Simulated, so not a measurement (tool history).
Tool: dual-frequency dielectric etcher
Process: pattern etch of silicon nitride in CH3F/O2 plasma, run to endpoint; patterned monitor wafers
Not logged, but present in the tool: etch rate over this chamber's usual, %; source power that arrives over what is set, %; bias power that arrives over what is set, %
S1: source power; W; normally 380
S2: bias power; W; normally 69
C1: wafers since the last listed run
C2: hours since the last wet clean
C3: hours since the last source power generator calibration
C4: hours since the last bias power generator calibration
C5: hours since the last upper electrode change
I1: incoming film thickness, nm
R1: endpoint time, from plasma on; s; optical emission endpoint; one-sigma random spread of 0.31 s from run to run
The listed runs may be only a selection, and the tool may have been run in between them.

{"run": 1, "day": 0.0, "S1": 340, "S2": 69, "C1": 0, "C2": 288.8, "C3": 1776.3, "C4": 3757.2, "C5": 3741.5, "I1": 89.3, "R1": 103.9}
{"run": 2, "day": 0.675, "S1": 340, "S2": 69, "C1": 123, "C2": 305, "C3": 1792.5, "C4": 3773.4, "C5": 3757.7, "I1": 88.9, "R1": 102.7}
{"run": 3, "day": 1.175, "S1": 340, "S2": 69, "C1": 91, "C2": 317, "C3": 1804.5, "C4": 3785.4, "C5": 3769.7, "I1": 88.7, "R1": 102.7}
{"run": 4, "day": 1.512, "S1": 380, "S2": 69, "C1": 61, "C2": 325.1, "C3": 1812.6, "C4": 3793.5, "C5": 3777.8, "I1": 90.6, "R1": 101.5}
{"run": 5, "day": 2.25, "S1": 380, "S2": 69, "C1": 134, "C2": 342.8, "C3": 1830.3, "C4": 3811.2, "C5": 3795.5, "I1": 90.6, "R1": 100.8}
{"run": 6, "day": 2.804, "S1": 320, "S2": 69, "C1": 101, "C2": 356.1, "C3": 1843.6, "C4": 3824.5, "C5": 3808.8, "I1": 89.7, "R1": 105.6}
{"run": 7, "day": 4.217, "S1": 320, "S2": 69, "C1": 257, "C2": 390, "C3": 1877.5, "C4": 3858.4, "C5": 3842.7, "I1": 89.5, "R1": 104.8}
{"run": 8, "day": 4.788, "S1": 380, "S2": 77, "C1": 104, "C2": 403.7, "C3": 1891.2, "C4": 3872.1, "C5": 3856.4, "I1": 90, "R1": 96.4}
{"day": 5.046, "done": "source power generator calibrated"}
{"run": 9, "day": 5.267, "S1": 380, "S2": 69, "C1": 56, "C2": 415.2, "C3": 5.3, "C4": 3883.6, "C5": 3867.9, "I1": 90.2, "R1": 100.1}
{"run": 10, "day": 6.004, "S1": 380, "S2": 69, "C1": 134, "C2": 432.9, "C3": 23, "C4": 3901.3, "C5": 3885.6, "I1": 88.6, "R1": 98.2}
{"run": 11, "day": 6.267, "S1": 380, "S2": 69, "C1": 47, "C2": 439.2, "C3": 29.3, "C4": 3907.6, "C5": 3891.9, "I1": 89.5, "R1": 98.8}
{"run": 12, "day": 6.75, "S1": 410, "S2": 59, "C1": 88, "C2": 450.8, "C3": 40.9, "C4": 3919.2, "C5": 3903.5, "I1": 90.2, "R1": 102.4}
{"run": 13, "day": 7.162, "S1": 290, "S2": 83, "C1": 75, "C2": 460.7, "C3": 50.8, "C4": 3929.1, "C5": 3913.4, "I1": 90, "R1": 101.7}
{"day": 8.671, "done": "upper electrode replaced"}
{"run": 14, "day": 8.692, "S1": 380, "S2": 69, "C1": 96, "C2": 497.4, "C3": 87.5, "C4": 3965.8, "C5": 0.5, "I1": 90, "R1": 99.8}
{"run": 15, "day": 8.704, "S1": 450, "S2": 69, "C1": 2, "C2": 497.7, "C3": 87.8, "C4": 3966.1, "C5": 0.8, "I1": 89.3, "R1": 93.6}
{"run": 16, "day": 9.25, "S1": 380, "S2": 69, "C1": 99, "C2": 510.8, "C3": 100.9, "C4": 3979.2, "C5": 13.9, "I1": 89.8, "R1": 98.5}
{"day": 9.892, "done": "bias power generator calibrated"}
{"day": 10.417, "done": "wet clean of the chamber"}
{"run": 17, "day": 10.438, "S1": 420, "S2": 55, "C1": 90, "C2": 0.5, "C3": 129.4, "C4": 13.1, "C5": 42.4, "I1": 89.6, "R1": 106.9}
{"run": 18, "day": 10.454, "S1": 380, "S2": 69, "C1": 3, "C2": 0.9, "C3": 129.8, "C4": 13.5, "C5": 42.8, "I1": 90.3, "R1": 103.6}
{"run": 19, "day": 10.7, "S1": 430, "S2": 69, "C1": 44, "C2": 6.8, "C3": 135.7, "C4": 19.4, "C5": 48.7, "I1": 89.6, "R1": 99.2}
{"run": 20, "day": 11.154, "S1": 440, "S2": 82, "C1": 82, "C2": 17.7, "C3": 146.6, "C4": 30.3, "C5": 59.6, "I1": 89.6, "R1": 92.6}
{"run": 21, "day": 12.504, "S1": 380, "S2": 69, "C1": 246, "C2": 50.1, "C3": 179, "C4": 62.7, "C5": 92, "I1": 89, "R1": 102}
{"run": 22, "day": 13.054, "S1": 320, "S2": 79, "C1": 100, "C2": 63.3, "C3": 192.2, "C4": 75.9, "C5": 105.2, "I1": 89.5, "R1": 103.3}
{"run": 23, "day": 13.342, "S1": 380, "S2": 69, "C1": 52, "C2": 70.2, "C3": 199.1, "C4": 82.8, "C5": 112.1, "I1": 89.6, "R1": 101.9}
{"run": 24, "day": 13.629, "S1": 410, "S2": 77, "C1": 52, "C2": 77.1, "C3": 206, "C4": 89.7, "C5": 119, "I1": 90.7, "R1": 97.6}
{"run": 25, "day": 14.312, "S1": 450, "S2": 61, "C1": 124, "C2": 93.5, "C3": 222.4, "C4": 106.1, "C5": 135.4, "I1": 89.7, "R1": 100.2}

The tool's hidden state at each run:
source power that arrives over what is set, %: 0, the same for each run
bias power that arrives over what is set, %: 0, the same for each run
H1: etch rate over this chamber's usual, %
run=1 H1=2.52
run=2 H1=2.66
run=3 H1=2.76
run=4 H1=2.83
run=5 H1=2.97
run=6 H1=3.09
run=7 H1=3.37
run=8 H1=3.48
run=9 H1=3.58
run=10 H1=3.73
run=11 H1=3.78
run=12 H1=3.88
run=13 H1=3.96
run=14 H1=4.27
run=15 H1=4.27
run=16 H1=4.38
run=17 H1=0.0404
run=18 H1=0.0438
run=19 H1=0.0932
run=20 H1=0.185
run=21 H1=0.456
run=22 H1=0.567
run=23 H1=0.624
run=24 H1=0.682
run=25 H1=0.82

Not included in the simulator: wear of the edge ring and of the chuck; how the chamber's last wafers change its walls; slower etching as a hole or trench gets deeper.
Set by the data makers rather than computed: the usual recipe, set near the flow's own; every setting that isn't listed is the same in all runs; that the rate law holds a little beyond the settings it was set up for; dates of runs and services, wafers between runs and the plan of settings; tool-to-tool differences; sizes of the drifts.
